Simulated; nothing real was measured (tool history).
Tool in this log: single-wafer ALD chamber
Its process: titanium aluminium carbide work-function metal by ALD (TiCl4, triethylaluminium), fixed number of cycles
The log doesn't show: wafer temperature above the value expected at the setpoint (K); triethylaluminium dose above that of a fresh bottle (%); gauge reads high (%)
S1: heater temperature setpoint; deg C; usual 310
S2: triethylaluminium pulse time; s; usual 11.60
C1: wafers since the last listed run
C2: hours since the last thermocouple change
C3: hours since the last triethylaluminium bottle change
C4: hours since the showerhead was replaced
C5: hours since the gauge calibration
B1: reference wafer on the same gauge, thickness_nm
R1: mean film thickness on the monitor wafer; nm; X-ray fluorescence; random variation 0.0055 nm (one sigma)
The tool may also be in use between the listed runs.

run    hour   S1     S2   C1      C2      C3      C4      C5     B1     R1
  1     0.0  310   8.90    0  1795.4   667.1  4152.4   393.8  2.021  1.868
  2    38.2  310   8.90  234  1833.6   705.3  4190.6   432.0  2.020  1.861
  3   130.8  310   8.90  569  1926.2   797.9  4283.2   524.6  2.018  1.868
  4   194.5  310  11.60  391  1989.9   861.6  4346.9   588.3  2.020  1.932
  5   248.7  310  11.60  333  2044.1   915.8  4401.1   642.5  2.019  1.920
  6   345.8  310  11.60  596  2141.2  1012.9  4498.2   739.6  2.019  1.921
  7   397.8  313  11.60  319  2193.2  1064.9  4550.2   791.6  2.020  1.947
  8   444.7  313  11.60  288  2240.1  1111.8  4597.1   838.5  2.020  1.943
  9   549.8  313  11.60  646  2345.2  1216.9  4702.2   943.6  2.020  1.945
 10   628.6  310  11.60  484  2424.0  1295.7  4781.0  1022.4  2.021  1.925
 11   700.9  310  11.60  444  2496.3  1368.0  4853.3  1094.7  2.020  1.920
      722.0  -- gauge calibrated
 12   774.9  310  11.60  454  2570.3  1442.0  4927.3    52.9  2.021  1.917
 13   879.4  310  11.60  642  2674.8  1546.5  5031.8   157.4  2.021  1.922
      939.2  -- triethylaluminium bottle replaced
 14   948.9  310  11.60  378  2744.3     9.7  5101.3   226.9  2.020  1.860
 15  1009.0  310  11.60  369  2804.4    69.8  5161.4   287.0  2.019  1.854
 16  1061.6  302   9.63  323  2857.0   122.4  5214.0   339.6  2.020  1.723
 17  1148.2  310  11.60  532  2943.6   209.0  5300.6   426.2  2.020  1.823
 18  1229.0  310  11.60  496  3024.4   289.8  5381.4   507.0  2.020  1.818
     1238.9  -- showerhead replaced
     1260.1  -- triethylaluminium bottle replaced, repeated, since the last time left the tool worse
     1272.8  -- thermocouple changed; heater temperature recalibrated
 19  1316.7  313  11.60  391    43.9    56.6    77.8   594.7  2.020  1.980
 20  1361.6  300  15.46  276    88.8   101.5   122.7   639.6  2.021  1.904
 21  1468.5  298   8.99  657   195.7   208.4   229.6   746.5  2.020  1.815
 22  1506.6  303  13.26  234   233.8   246.5   267.7   784.6  2.020  1.915
 23  1609.8  296  15.51  634   337.0   349.7   370.9   887.8  2.019  1.879
 24  1661.4  310  11.60  317   388.6   401.3   422.5   939.4  2.020  1.943
 25  1719.6  303  10.26  357   446.8   459.5   480.7   997.6  2.020  1.865

Run 26 is up next; what results do you expect?
 26  1804.2  297  12.77  520  531.4  544.1  565.3  1082.2   ?   ?

Run 26 yielded B1 2.020, R1 1.851 nm.
Minus the tool's unlogged condition, the same run would have read R1 1.867 nm.

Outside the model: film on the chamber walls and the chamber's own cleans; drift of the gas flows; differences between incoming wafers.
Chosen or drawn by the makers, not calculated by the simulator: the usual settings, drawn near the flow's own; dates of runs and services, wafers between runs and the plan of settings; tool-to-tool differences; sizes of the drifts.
